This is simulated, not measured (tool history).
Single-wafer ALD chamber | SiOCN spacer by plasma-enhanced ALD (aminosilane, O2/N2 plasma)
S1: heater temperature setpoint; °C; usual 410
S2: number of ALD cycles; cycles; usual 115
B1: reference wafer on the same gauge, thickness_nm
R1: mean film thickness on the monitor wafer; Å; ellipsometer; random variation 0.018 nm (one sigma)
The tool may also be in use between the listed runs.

run	hour	S1	S2	B1	R1
1	0.0	410	115	7.134	62.34
2	13.4	410	115	7.129	62.08
3	29.1	410	115	7.132	62.33
4	58.4	401	115	7.132	64.16
5	75.7	401	115	7.133	64.08
6	91.3	401	115	7.128	64.05
7	108.9	410	115	7.131	62.15
8	131.4	410	115	7.130	62.03
9	197.7	410	115	7.132	61.79
10	228.5	410	115	7.131	61.84
11	298.4	410	115	7.131	62.02
12	320.3	410	115	7.128	62.00
13	332.9	404	115	7.126	63.43
14	354.0	404	115	7.129	63.11
# hour 403.0: gauge calibrated
15	414.8	410	115	7.132	62.18
16	429.4	410	115	7.131	61.82
17	451.3	410	115	7.131	61.87
18	464.7	399	102	7.133	57.39
19	481.9	410	115	7.131	61.73
20	517.4	416	103	7.132	54.52
21	529.4	417	137	7.133	71.97
22	556.2	410	133	7.133	71.73
# hour 571.0: thermocouple changed; heater temperature recalibrated
23	583.6	425	94	7.128	48.85
24	595.7	410	115	7.131	63.07
25	621.1	402	115	7.127	64.82
26	640.8	406	123	7.132	67.93
27	672.9	421	125	7.125	65.82
28	686.9	400	93	7.130	52.53
29	709.0	420	123	7.127	64.97
30	726.9	410	115	7.129	63.07
31	759.9	396	115	7.132	65.59
32	781.2	417	137	7.131	72.71
33	804.3	420	134	7.130	69.87
34	828.8	416	135	7.132	71.85
35	851.6	397	126	7.129	71.32
36	873.3	419	115	7.136	60.43

3 ways to go on from here, each from the tool as it stands after run 36. What would each give?
A	873.9	395	115	?	?
B	873.9	416	131	?	?
C	873.9	400	129	?	?

run	B1	R1
A	7.132	65.08
B	7.132	69.54
C	7.132	72.47
Without the tool's hidden state the same runs would have given:
run	R1
A	65.08
B	70.39
C	73.01
